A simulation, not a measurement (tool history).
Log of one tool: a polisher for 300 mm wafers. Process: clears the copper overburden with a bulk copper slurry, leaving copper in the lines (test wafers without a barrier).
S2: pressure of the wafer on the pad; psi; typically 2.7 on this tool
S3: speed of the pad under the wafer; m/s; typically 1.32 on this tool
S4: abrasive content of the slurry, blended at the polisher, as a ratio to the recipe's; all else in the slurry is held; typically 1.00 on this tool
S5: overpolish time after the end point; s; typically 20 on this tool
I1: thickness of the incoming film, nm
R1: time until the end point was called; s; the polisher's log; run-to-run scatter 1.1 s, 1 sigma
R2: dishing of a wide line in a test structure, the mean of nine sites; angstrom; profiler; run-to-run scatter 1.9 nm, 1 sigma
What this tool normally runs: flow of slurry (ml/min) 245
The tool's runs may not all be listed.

{"run": 1, "hour": 0.0, "flow of slurry (ml/min)": 245, "S2": 2.7, "S3": 1.32, "S4": 1.0, "S5": 28, "I1": 924.2, "R1": 78.3, "R2": 892}
{"run": 2, "hour": 48.0, "flow of slurry (ml/min)": 245, "S2": 2.7, "S3": 1.46, "S4": 1.0, "S5": 20, "I1": 952.4, "R1": 74.5, "R2": 866}
{"hour": 61.6, "done": "head pressure recalibrated"}
{"hour": 66.3, "done": "worn pad replaced by a new one"}
{"run": 3, "hour": 93.6, "flow of slurry (ml/min)": 245, "S2": 2.7, "S3": 1.32, "S4": 1.0, "S5": 20, "I1": 927.0, "R1": 71.7, "R2": 822}
{"run": 4, "hour": 137.4, "flow of slurry (ml/min)": 245, "S2": 2.7, "S3": 1.32, "S4": 1.0, "S5": 20, "I1": 956.9, "R1": 76.8, "R2": 850}
{"run": 5, "hour": 180.4, "flow of slurry (ml/min)": 305, "S2": 2.7, "S3": 1.32, "S4": 1.0, "S5": 20, "I1": 937.2, "R1": 75.5, "R2": 854}
{"hour": 195.9, "done": "slurry nozzle cleaned"}
{"run": 6, "hour": 236.5, "flow of slurry (ml/min)": 245, "S2": 2.7, "S3": 1.32, "S4": 1.0, "S5": 12, "I1": 955.5, "R1": 78.6, "R2": 665}
{"run": 7, "hour": 289.8, "flow of slurry (ml/min)": 245, "S2": 2.7, "S3": 1.32, "S4": 1.0, "S5": 12, "I1": 937.6, "R1": 78.3, "R2": 665}
{"hour": 295.7, "done": "slurry blender recalibrated"}
{"run": 8, "hour": 319.6, "flow of slurry (ml/min)": 245, "S2": 2.7, "S3": 1.32, "S4": 1.0, "S5": 12, "I1": 943.3, "R1": 77.4, "R2": 653}
{"run": 9, "hour": 345.1, "flow of slurry (ml/min)": 245, "S2": 2.7, "S3": 1.32, "S4": 1.0, "S5": 20, "I1": 932.7, "R1": 77.3, "R2": 809}
{"run": 10, "hour": 375.7, "flow of slurry (ml/min)": 245, "S2": 2.7, "S3": 1.32, "S4": 1.0, "S5": 20, "I1": 948.2, "R1": 78.2, "R2": 840}
{"hour": 380.9, "done": "worn pad replaced by a new one"}
{"run": 11, "hour": 437.3, "flow of slurry (ml/min)": 275, "S2": 2.7, "S3": 1.32, "S4": 1.0, "S5": 20, "I1": 951.8, "R1": 75.8, "R2": 821}
{"run": 12, "hour": 475.3, "flow of slurry (ml/min)": 275, "S2": 2.7, "S3": 1.32, "S4": 1.0, "S5": 20, "I1": 928.4, "R1": 78.1, "R2": 829}
{"run": 13, "hour": 503.8, "flow of slurry (ml/min)": 275, "S2": 2.7, "S3": 1.32, "S4": 1.0, "S5": 20, "I1": 934.3, "R1": 78.6, "R2": 807}
{"run": 14, "hour": 559.9, "flow of slurry (ml/min)": 275, "S2": 1.9, "S3": 1.32, "S4": 1.0, "S5": 20, "I1": 937.5, "R1": 109.8, "R2": 697}
{"run": 15, "hour": 624.1, "flow of slurry (ml/min)": 245, "S2": 2.7, "S3": 1.32, "S4": 1.0, "S5": 20, "I1": 933.6, "R1": 79.3, "R2": 845}
{"hour": 649.3, "done": "slurry blender recalibrated"}
{"hour": 660.8, "done": "worn pad replaced by a new one"}
{"run": 16, "hour": 661.3, "flow of slurry (ml/min)": 290, "S2": 2.7, "S3": 1.12, "S4": 1.25, "S5": 16, "I1": 946.0, "R1": 83.4, "R2": 730}
{"hour": 714.0, "done": "slurry nozzle cleaned"}
{"run": 17, "hour": 724.5, "flow of slurry (ml/min)": 245, "S2": 2.7, "S3": 1.32, "S4": 1.0, "S5": 12, "I1": 947.1, "R1": 81.3, "R2": 672}
{"run": 18, "hour": 795.4, "flow of slurry (ml/min)": 280, "S2": 2.7, "S3": 1.62, "S4": 1.0, "S5": 20, "I1": 937.4, "R1": 68.4, "R2": 854}
{"run": 19, "hour": 823.7, "flow of slurry (ml/min)": 300, "S2": 2.7, "S3": 1.32, "S4": 1.0, "S5": 16, "I1": 960.0, "R1": 78.9, "R2": 735}
{"run": 20, "hour": 871.4, "flow of slurry (ml/min)": 245, "S2": 2.7, "S3": 1.32, "S4": 1.0, "S5": 30, "I1": 942.0, "R1": 81.3, "R2": 900}
{"hour": 893.0, "done": "head pressure recalibrated"}
{"hour": 944.1, "done": "slurry blender recalibrated"}
{"hour": 980.7, "done": "worn pad replaced by a new one"}
{"run": 21, "hour": 1065.3, "flow of slurry (ml/min)": 270, "S2": 2.7, "S3": 1.32, "S4": 1.0, "S5": 20, "I1": 933.5, "R1": 86.7, "R2": 806}
{"hour": 1090.3, "done": "head pressure recalibrated, repeated, since the last time left the tool worse"}
{"run": 22, "hour": 1102.5, "flow of slurry (ml/min)": 245, "S2": 2.7, "S3": 1.32, "S4": 1.0, "S5": 20, "I1": 938.4, "R1": 75.9, "R2": 825}
{"run": 23, "hour": 1160.2, "flow of slurry (ml/min)": 245, "S2": 2.7, "S3": 1.32, "S4": 1.0, "S5": 12, "I1": 940.1, "R1": 74.3, "R2": 672}
{"hour": 1172.3, "done": "slurry nozzle cleaned"}
{"hour": 1215.1, "done": "slurry blender recalibrated"}
{"run": 24, "hour": 1217.1, "flow of slurry (ml/min)": 285, "S2": 3.0, "S3": 1.32, "S4": 1.0, "S5": 29, "I1": 954.9, "R1": 68.3, "R2": 932}
{"run": 25, "hour": 1257.0, "flow of slurry (ml/min)": 185, "S2": 2.7, "S3": 1.66, "S4": 1.15, "S5": 15, "I1": 948.7, "R1": 65.3, "R2": 809}
{"run": 26, "hour": 1301.2, "flow of slurry (ml/min)": 245, "S2": 2.7, "S3": 1.32, "S4": 1.0, "S5": 20, "I1": 929.6, "R1": 75.9, "R2": 830}
{"hour": 1329.6, "done": "worn pad replaced by a new one"}
{"run": 27, "hour": 1333.7, "flow of slurry (ml/min)": 245, "S2": 2.7, "S3": 1.32, "S4": 1.0, "S5": 20, "I1": 940.3, "R1": 75.3, "R2": 798}
{"run": 28, "hour": 1367.6, "flow of slurry (ml/min)": 245, "S2": 2.1, "S3": 1.68, "S4": 0.8, "S5": 26, "I1": 948.3, "R1": 90.8, "R2": 812}
{"run": 29, "hour": 1452.2, "flow of slurry (ml/min)": 215, "S2": 3.2, "S3": 1.32, "S4": 1.0, "S5": 20, "I1": 937.6, "R1": 66.5, "R2": 870}

Alternative continuations, all from the tool just after run 29; predict every row:
{"run": "A", "hour": 1452.7, "flow of slurry (ml/min)": 245, "S2": 3.5, "S3": 1.32, "S4": 1.0, "S5": 20, "I1": 943.4, "R1": "?", "R2": "?"}
{"run": "B", "hour": 1452.7, "flow of slurry (ml/min)": 245, "S2": 2.1, "S3": 0.9, "S4": 1.0, "S5": 20, "I1": 943.4, "R1": "?", "R2": "?"}
{"run": "C", "hour": 1452.7, "flow of slurry (ml/min)": 325, "S2": 2.7, "S3": 1.32, "S4": 1.0, "S5": 20, "I1": 943.4, "R1": "?", "R2": "?"}

run=A R1=59.2 R2=917
run=B R1=125.6 R2=642
run=C R1=74.7 R2=821
With the hidden condition removed and each run's random variation left untouched, the same runs would have given:
run=A R1=56.4 R2=935
run=B R1=119.6 R2=662
run=C R1=71.2 R2=840
